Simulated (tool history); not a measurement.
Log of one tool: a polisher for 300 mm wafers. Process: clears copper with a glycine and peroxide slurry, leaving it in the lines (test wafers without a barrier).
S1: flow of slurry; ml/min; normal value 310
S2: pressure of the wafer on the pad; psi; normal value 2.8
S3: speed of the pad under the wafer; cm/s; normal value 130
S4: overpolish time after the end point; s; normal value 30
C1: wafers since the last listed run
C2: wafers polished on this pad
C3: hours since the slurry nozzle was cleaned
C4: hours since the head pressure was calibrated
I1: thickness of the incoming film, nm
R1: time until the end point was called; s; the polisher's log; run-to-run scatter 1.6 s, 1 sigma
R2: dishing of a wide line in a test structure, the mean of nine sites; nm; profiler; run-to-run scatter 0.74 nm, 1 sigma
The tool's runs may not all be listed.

run,day,S1,S2,S3,S4,C1,C2,C3,C4,I1,R1,R2
1,0,310,2.8,130,30,0,4057,31.2,931.1,722.4,97.8,50.6
# day 1.258: worn pad replaced by a new one
2,3.904,310,2.8,130,30,566,401,124.9,1024.8,740.8,99.5,50.3
3,8.175,310,2.8,130,30,647,1049,227.4,1127.3,729.3,100,51.3
# day 8.404: head pressure recalibrated
4,11.729,310,2.8,114,30,526,1575,312.7,79.8,724.9,118.2,50.5
5,15.612,310,2.8,114,30,588,2164,405.9,173,736.2,115.6,50.5
6,19.362,310,2.8,114,30,568,2732,495.9,263,731.5,116,50.3
7,22.333,310,3.2,146,30,450,3183,567.2,334.3,743.8,85.7,51.6
# day 24.004: slurry nozzle cleaned
8,24.025,310,3.2,146,30,250,3433,0.5,374.9,735.3,84.5,50.2
9,28.05,310,2.8,130,30,610,4043,97.1,471.5,738.2,102.6,50.4
10,29.596,310,2.8,96,30,234,4277,134.2,508.6,722.9,131.7,49.7
# day 30.362: worn pad replaced by a new one
11,31.575,310,2.8,112,30,274,183,181.7,556.1,727.4,112.9,48.9
12,34.742,225,3.1,164,35,480,664,257.7,632.1,733.2,80,53.3
13,38.367,310,2.8,130,30,549,1213,344.7,719.1,728.6,100.1,51.4
14,40.55,310,2.8,130,30,331,1544,397.1,771.5,733.5,99.7,50.1
15,42.096,310,2.8,130,30,234,1779,434.2,808.6,723,97.8,50.4
16,44.796,310,3.7,130,42,409,2188,499,873.4,744.9,82.4,54.3
17,46.529,270,2.3,170,47,262,2451,540.6,915,728.7,91.6,50.9
18,49.117,200,3.8,98,30,392,2843,602.7,977.1,729.7,103.6,51.9
19,52.592,310,2.8,130,13,526,3370,686.1,1060.5,738.6,99.8,40.7
# day 53.771: slurry nozzle cleaned
20,55.329,310,2.8,130,30,408,3779,37.4,1126.2,732,97.2,50.3
# day 57.4: worn pad replaced by a new one
21,59.238,375,2.8,130,16,567,278,131.2,1220,718.4,94.2,44.7
22,63.375,230,3.4,130,30,627,906,230.5,1319.3,727.5,86.3,52
23,65.888,310,2.8,148,19,380,1287,290.8,1379.6,736.2,87.8,46.8
24,70.067,310,2.8,130,30,633,1920,391.1,1479.9,727.3,93.4,51.3
# day 70.383: head pressure recalibrated
25,74.225,310,3.2,100,30,617,2538,490.9,92.2,736.5,121.4,49.9
26,77.596,310,3.2,146,30,511,3049,571.8,173.1,730.7,86.6,51.5
# day 80.062: slurry nozzle cleaned
# day 81.583: worn pad replaced by a new one
27,81.604,380,2.2,130,41,576,2,37,269.3,718.7,117.5,49.2
28,85.033,385,2.3,130,30,519,522,119.3,351.6,735,114.9,48.9
29,87.242,310,2.8,130,30,334,857,172.3,404.6,735.5,101.9,51.2
30,90.5,260,2.8,130,30,494,1351,250.5,482.8,734.1,104.9,50.9
31,92.046,310,2.8,112,30,234,1586,287.6,519.9,728.4,113.2,50.3
32,96.462,310,2.8,130,30,669,2255,393.6,625.9,737.7,100.7,50.5
33,98.296,280,3.2,114,20,277,2533,437.6,669.9,731.1,102.7,46.3

Take each entry between the runs: how does the hidden state at the last listed run before it differ from the hidden state at the first listed run after it?
From run 1 to run 2: worn pad replaced by a new one (day 1.258)
  deviation of the head's pressure from its setpoint, %: 7.24 -> 8.09
  what was measured, less what the result would be without the hidden state, R1: -4.9 -> -5.6 s; R2: +0.6 -> +0.7 nm
From run 3 to run 4: head pressure recalibrated (day 8.404)
  deviation of the head's pressure from its setpoint, %: 9.02 -> -0.623
  what was measured, less what the result would be without the hidden state, R1: -6.3 -> +0.5 s; R2: +0.8 -> -0.1 nm
From run 7 to run 8: slurry nozzle cleaned (day 24.004)
  deviation of the head's pressure from its setpoint, %: 1.69 -> 2.06
  what was measured, less what the result would be without the hidden state, R1: -1 -> -1.2 s; R2: +0.1 -> +0.1 nm
From run 10 to run 11: worn pad replaced by a new one (day 30.362)
  deviation of the head's pressure from its setpoint, %: 3.27 -> 3.7
  what was measured, less what the result would be without the hidden state, R1: -2.9 -> -2.9 s; R2: +0.3 -> +0.3 nm
From run 19 to run 20: slurry nozzle cleaned (day 53.771)
  deviation of the head's pressure from its setpoint, %: 8.28 -> 8.88
  what was measured, less what the result would be without the hidden state, R1: -5.8 -> -6 s; R2: +1.2 -> +0.7 nm
From run 20 to run 21: worn pad replaced by a new one (day 57.4)
  deviation of the head's pressure from its setpoint, %: 8.88 -> 9.73
  what was measured, less what the result would be without the hidden state, R1: -6 -> -6.4 s; R2: +0.7 -> +1.3 nm
From run 24 to run 25: head pressure recalibrated (day 70.383)
  deviation of the head's pressure from its setpoint, %: 12.1 -> -0.514
  what was measured, less what the result would be without the hidden state, R1: -7.8 -> +0.4 s; R2: +1 -> +0 nm
From run 26 to run 27: slurry nozzle cleaned (day 80.062); worn pad replaced by a new one (day 81.583)
  deviation of the head's pressure from its setpoint, %: 0.22 -> 1.09
  what was measured, less what the result would be without the hidden state, R1: -0.2 -> -0.9 s; R2: +0 -> +0 nm
